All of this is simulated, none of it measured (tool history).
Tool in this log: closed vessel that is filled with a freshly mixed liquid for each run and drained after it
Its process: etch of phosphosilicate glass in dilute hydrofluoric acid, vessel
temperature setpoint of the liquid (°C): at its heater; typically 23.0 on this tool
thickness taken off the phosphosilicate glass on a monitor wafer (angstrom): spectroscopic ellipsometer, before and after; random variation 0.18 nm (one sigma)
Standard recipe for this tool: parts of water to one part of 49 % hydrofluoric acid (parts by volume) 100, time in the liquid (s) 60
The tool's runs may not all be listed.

run,day,temperature setpoint of the liquid (°C),parts of water to one part of 49 % hydrofluoric acid (parts by volume),time in the liquid (s),wafers since the last listed run,hours since the thermometer was replaced,hours since the hydrofluoric acid flow meter was replaced,hours since the gauge calibration,"read-back film thickness of the phosphosilicate glass reference wafer, read on the same gauge (nm)",thickness taken off the phosphosilicate glass on a monitor wafer (angstrom)
1,0.000,23.0,100,75,0,141.8,1189.7,1551.4,110.01,699.3
2,12.721,23.0,100,60,20472,447.1,1495.0,1856.7,109.97,566.4
3,16.783,25.0,100,60,6537,544.6,1592.5,1954.2,109.98,618.8
# day 20.471: thermometer replaced
4,20.750,25.0,100,60,6316,6.7,1687.7,2049.4,110.00,603.5
5,24.171,23.0,125,75,5505,88.8,1769.8,2131.5,110.00,539.4
6,26.742,23.0,125,75,4137,150.5,1831.5,2193.2,109.99,546.2
# day 30.446: gauge calibrated
7,31.217,23.0,65,60,7201,257.9,1938.9,18.5,110.00,901.0
8,33.383,23.0,100,60,3486,309.9,1990.9,70.5,110.01,564.1
# day 34.529: hydrofluoric acid flow meter replaced
9,35.833,23.0,100,60,3875,368.7,31.3,129.3,110.01,568.2
10,39.612,23.0,100,60,6081,459.4,122.0,220.0,110.03,567.9
11,42.817,23.0,100,85,5156,536.3,198.9,296.9,110.03,810.1
# day 45.792: thermometer replaced
12,47.233,23.0,130,60,7040,34.6,304.9,402.9,110.00,414.6
13,50.796,19.5,100,60,5733,120.1,390.4,488.4,109.97,486.3
14,52.971,23.0,145,45,3500,172.3,442.6,540.6,110.02,275.5
15,57.154,21.0,125,85,6732,272.7,543.0,641.0,109.97,576.0
16,58.883,23.0,145,45,2782,314.2,584.5,682.5,109.96,279.2
17,62.533,23.0,80,60,5874,401.8,672.1,770.1,110.01,729.9
18,74.888,28.0,100,60,19881,698.3,968.6,1066.6,110.01,694.9
19,77.075,26.0,135,90,3520,750.8,1021.1,1119.1,110.02,687.0
# day 78.442: thermometer replaced
20,79.725,23.0,75,95,4197,30.8,1084.7,1182.7,109.96,1211.6
21,83.154,26.5,100,60,5518,113.1,1167.0,1265.0,110.03,641.9
22,86.721,21.0,125,85,5739,198.7,1252.6,1350.6,110.01,573.8
23,89.942,19.5,65,85,5183,276.0,1329.9,1427.9,110.01,1109.6
24,91.983,23.0,100,60,3285,325.0,1378.9,1476.9,110.01,566.5
25,96.404,23.0,65,60,7114,431.1,1485.0,1583.0,109.99,911.8
26,98.942,23.0,140,60,4083,492.0,1545.9,1643.9,109.98,386.5
27,102.754,23.0,130,35,6135,583.5,1637.4,1735.4,110.04,249.8
28,105.504,27.5,65,60,4425,649.5,1703.4,1801.4,110.01,1107.4
# day 106.925: thermometer replaced
29,109.667,23.0,100,60,6631,65.8,1803.3,1901.3,110.02,557.8
30,114.058,24.5,100,35,7067,171.2,1908.7,2006.7,109.99,346.8
31,118.375,23.0,55,40,6946,274.8,2012.3,2110.3,109.98,722.4

5 options for the next run, each taken on its own from the tool as it stands now. Forecast them:
A,118.404,23.0,100,30,46,275.5,2013.0,2111.0,?,?
B,118.404,23.0,100,95,46,275.5,2013.0,2111.0,?,?
C,118.404,25.0,100,95,46,275.5,2013.0,2111.0,?,?
D,118.404,18.5,100,90,46,275.5,2013.0,2111.0,?,?
E,118.404,21.0,120,45,46,275.5,2013.0,2111.0,?,?

run,"read-back film thickness of the phosphosilicate glass reference wafer, read on the same gauge (nm)",thickness taken off the phosphosilicate glass on a monitor wafer (angstrom)
A,110.00,282.9
B,110.00,895.8
C,110.00,969.4
D,110.00,706.7
E,110.00,318.9
Take away the tool's hidden state, keep each run's random variation, and the runs would have read:
run,thickness taken off the phosphosilicate glass on a monitor wafer (angstrom)
A,279.1
B,883.7
C,956.6
D,696.8
E,314.6
